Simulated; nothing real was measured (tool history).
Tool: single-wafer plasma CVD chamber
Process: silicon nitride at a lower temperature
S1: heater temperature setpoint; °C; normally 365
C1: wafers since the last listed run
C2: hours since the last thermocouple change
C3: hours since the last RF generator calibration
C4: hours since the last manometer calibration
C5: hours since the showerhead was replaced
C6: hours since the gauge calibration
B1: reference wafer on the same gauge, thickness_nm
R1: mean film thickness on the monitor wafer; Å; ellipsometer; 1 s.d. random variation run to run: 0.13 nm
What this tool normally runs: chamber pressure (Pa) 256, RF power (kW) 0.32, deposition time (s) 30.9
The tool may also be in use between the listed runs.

run 1 hour=0 | S1=365 chamber_pressure_(Pa)=305 RF_power_(kW)=0.365 deposition_time_(s)=30.9 | C1=0 C2=1337.9 C3=1567.4 C4=953.1 C5=6805.5 C6=1914.9 | B1=37.459 | R1=390.27
run 2 hour=134.5 | S1=365 chamber_pressure_(Pa)=305 RF_power_(kW)=0.365 deposition_time_(s)=30.9 | C1=3488 C2=1472.4 C3=1701.9 C4=1087.6 C5=6940 C6=2049.4 | B1=37.398 | R1=387.53
run 3 hour=176.6 | S1=365 chamber_pressure_(Pa)=256 RF_power_(kW)=0.32 deposition_time_(s)=30.9 | C1=1091 C2=1514.5 C3=1744 C4=1129.7 C5=6982.1 C6=2091.5 | B1=37.346 | R1=334.06
-- hour=202.3 thermocouple changed; heater temperature recalibrated
run 4 hour=240.6 | S1=365 chamber_pressure_(Pa)=256 RF_power_(kW)=0.32 deposition_time_(s)=30.9 | C1=1452 C2=38.3 C3=1808 C4=1193.7 C5=7046.1 C6=2155.5 | B1=37.394 | R1=334.8
run 5 hour=266.7 | S1=365 chamber_pressure_(Pa)=256 RF_power_(kW)=0.32 deposition_time_(s)=26.2 | C1=676 C2=64.4 C3=1834.1 C4=1219.8 C5=7072.2 C6=2181.6 | B1=37.43 | R1=282.79
-- hour=377.8 RF generator calibrated
-- hour=384.6 gauge calibrated
run 6 hour=399.8 | S1=365 chamber_pressure_(Pa)=256 RF_power_(kW)=0.32 deposition_time_(s)=26.2 | C1=3244 C2=197.5 C3=22 C4=1352.9 C5=7205.3 C6=15.2 | B1=37.362 | R1=294.82
run 7 hour=443.2 | S1=365 chamber_pressure_(Pa)=256 RF_power_(kW)=0.32 deposition_time_(s)=30.9 | C1=1125 C2=240.9 C3=65.4 C4=1396.3 C5=7248.7 C6=58.6 | B1=37.38 | R1=348.51
-- hour=476.2 showerhead replaced
run 8 hour=504.5 | S1=379 chamber_pressure_(Pa)=235 RF_power_(kW)=0.32 deposition_time_(s)=25.1 | C1=1382 C2=302.2 C3=126.7 C4=1457.6 C5=28.3 C6=119.9 | B1=37.409 | R1=274.22
run 9 hour=530.2 | S1=365 chamber_pressure_(Pa)=273 RF_power_(kW)=0.275 deposition_time_(s)=30.9 | C1=666 C2=327.9 C3=152.4 C4=1483.3 C5=54 C6=145.6 | B1=37.424 | R1=307.87
-- hour=600.7 capacitance manometer re-zeroed and calibrated
run 10 hour=601.2 | S1=354 chamber_pressure_(Pa)=279 RF_power_(kW)=0.38 deposition_time_(s)=30.9 | C1=1634 C2=398.9 C3=223.4 C4=0.5 C5=125 C6=216.6 | B1=37.42 | R1=416.2
run 11 hour=652.2 | S1=365 chamber_pressure_(Pa)=256 RF_power_(kW)=0.285 deposition_time_(s)=30.9 | C1=1322 C2=449.9 C3=274.4 C4=51.5 C5=176 C6=267.6 | B1=37.386 | R1=320.17
run 12 hour=678.2 | S1=352 chamber_pressure_(Pa)=256 RF_power_(kW)=0.32 deposition_time_(s)=30.9 | C1=674 C2=475.9 C3=300.4 C4=77.5 C5=202 C6=293.6 | B1=37.399 | R1=355.06
run 13 hour=738.6 | S1=365 chamber_pressure_(Pa)=256 RF_power_(kW)=0.32 deposition_time_(s)=25.9 | C1=1566 C2=536.3 C3=360.8 C4=137.9 C5=262.4 C6=354 | B1=37.411 | R1=297.06
run 14 hour=785.5 | S1=365 chamber_pressure_(Pa)=256 RF_power_(kW)=0.32 deposition_time_(s)=26.2 | C1=1216 C2=583.2 C3=407.7 C4=184.8 C5=309.3 C6=400.9 | B1=37.407 | R1=300.43
run 15 hour=817.2 | S1=365 chamber_pressure_(Pa)=256 RF_power_(kW)=0.32 deposition_time_(s)=30.9 | C1=822 C2=614.9 C3=439.4 C4=216.5 C5=341 C6=432.6 | B1=37.398 | R1=353.89
run 16 hour=878.5 | S1=377 chamber_pressure_(Pa)=256 RF_power_(kW)=0.335 deposition_time_(s)=30.9 | C1=1589 C2=676.2 C3=500.7 C4=277.8 C5=402.3 C6=493.9 | B1=37.366 | R1=365.13
run 17 hour=920.8 | S1=365 chamber_pressure_(Pa)=256 RF_power_(kW)=0.32 deposition_time_(s)=30.9 | C1=1097 C2=718.5 C3=543 C4=320.1 C5=444.6 C6=536.2 | B1=37.367 | R1=353.8
run 18 hour=981.3 | S1=358 chamber_pressure_(Pa)=207 RF_power_(kW)=0.255 deposition_time_(s)=34.8 | C1=1569 C2=779 C3=603.5 C4=380.6 C5=505.1 C6=596.7 | B1=37.429 | R1=308.26
run 19 hour=1101.5 | S1=365 chamber_pressure_(Pa)=305 RF_power_(kW)=0.365 deposition_time_(s)=30.9 | C1=3117 C2=899.2 C3=723.7 C4=500.8 C5=625.3 C6=716.9 | B1=37.409 | R1=404.18
run 20 hour=1129.6 | S1=365 chamber_pressure_(Pa)=256 RF_power_(kW)=0.32 deposition_time_(s)=25.4 | C1=728 C2=927.3 C3=751.8 C4=528.9 C5=653.4 C6=745 | B1=37.375 | R1=288.3
run 21 hour=1185 | S1=365 chamber_pressure_(Pa)=256 RF_power_(kW)=0.32 deposition_time_(s)=30.9 | C1=1436 C2=982.7 C3=807.2 C4=584.3 C5=708.8 C6=800.4 | B1=37.389 | R1=350.38
run 22 hour=1231.6 | S1=365 chamber_pressure_(Pa)=296 RF_power_(kW)=0.32 deposition_time_(s)=36.6 | C1=1208 C2=1029.3 C3=853.8 C4=630.9 C5=755.4 C6=847 | B1=37.386 | R1=428.06
run 23 hour=1270.2 | S1=365 chamber_pressure_(Pa)=256 RF_power_(kW)=0.285 deposition_time_(s)=30.9 | C1=1001 C2=1067.9 C3=892.4 C4=669.5 C5=794 C6=885.6 | B1=37.393 | R1=315.97
run 24 hour=1332.5 | S1=365 chamber_pressure_(Pa)=256 RF_power_(kW)=0.37 deposition_time_(s)=30.9 | C1=1615 C2=1130.2 C3=954.7 C4=731.8 C5=856.3 C6=947.9 | B1=37.401 | R1=390.04
run 25 hour=1395.5 | S1=365 chamber_pressure_(Pa)=256 RF_power_(kW)=0.32 deposition_time_(s)=26.2 | C1=1634 C2=1193.2 C3=1017.7 C4=794.8 C5=919.3 C6=1010.9 | B1=37.376 | R1=292.06
run 26 hour=1435.5 | S1=370 chamber_pressure_(Pa)=231 RF_power_(kW)=0.265 deposition_time_(s)=30.9 | C1=1037 C2=1233.2 C3=1057.7 C4=834.8 C5=959.3 C6=1050.9 | B1=37.424 | R1=286.88
run 27 hour=1486.9 | S1=375 chamber_pressure_(Pa)=221 RF_power_(kW)=0.34 deposition_time_(s)=30.9 | C1=1333 C2=1284.6 C3=1109.1 C4=886.2 C5=1010.7 C6=1102.3 | B1=37.356 | R1=352.93
run 28 hour=1534 | S1=365 chamber_pressure_(Pa)=213 RF_power_(kW)=0.35 deposition_time_(s)=30.9 | C1=1221 C2=1331.7 C3=1156.2 C4=933.3 C5=1057.8 C6=1149.4 | B1=37.404 | R1=357.96

4 options for the next run, each taken on its own from the tool as it stands now. Forecast them:
run A hour=1534.4 | S1=365 chamber_pressure_(Pa)=315 RF_power_(kW)=0.32 deposition_time_(s)=30.9 | C1=10 C2=1332.1 C3=1156.6 C4=933.7 C5=1058.2 C6=1149.8 | B1=? | R1=?
run B hour=1534.4 | S1=374 chamber_pressure_(Pa)=311 RF_power_(kW)=0.345 deposition_time_(s)=34 | C1=10 C2=1332.1 C3=1156.6 C4=933.7 C5=1058.2 C6=1149.8 | B1=? | R1=?
run C hour=1534.4 | S1=373 chamber_pressure_(Pa)=307 RF_power_(kW)=0.355 deposition_time_(s)=36.8 | C1=10 C2=1332.1 C3=1156.6 C4=933.7 C5=1058.2 C6=1149.8 | B1=? | R1=?
run D hour=1534.4 | S1=356 chamber_pressure_(Pa)=291 RF_power_(kW)=0.32 deposition_time_(s)=26.8 | C1=10 C2=1332.1 C3=1156.6 C4=933.7 C5=1058.2 C6=1149.8 | B1=? | R1=?

run=A B1=37.449 R1=364.09
run=B B1=37.449 R1=422.99
run=C B1=37.449 R1=467.07
run=D B1=37.449 R1=311.85
With the hidden condition removed and each run's random variation left untouched, the same runs would have given:
run=A R1=374.56
run=B R1=434.84
run=C R1=480.15
run=D R1=320.81
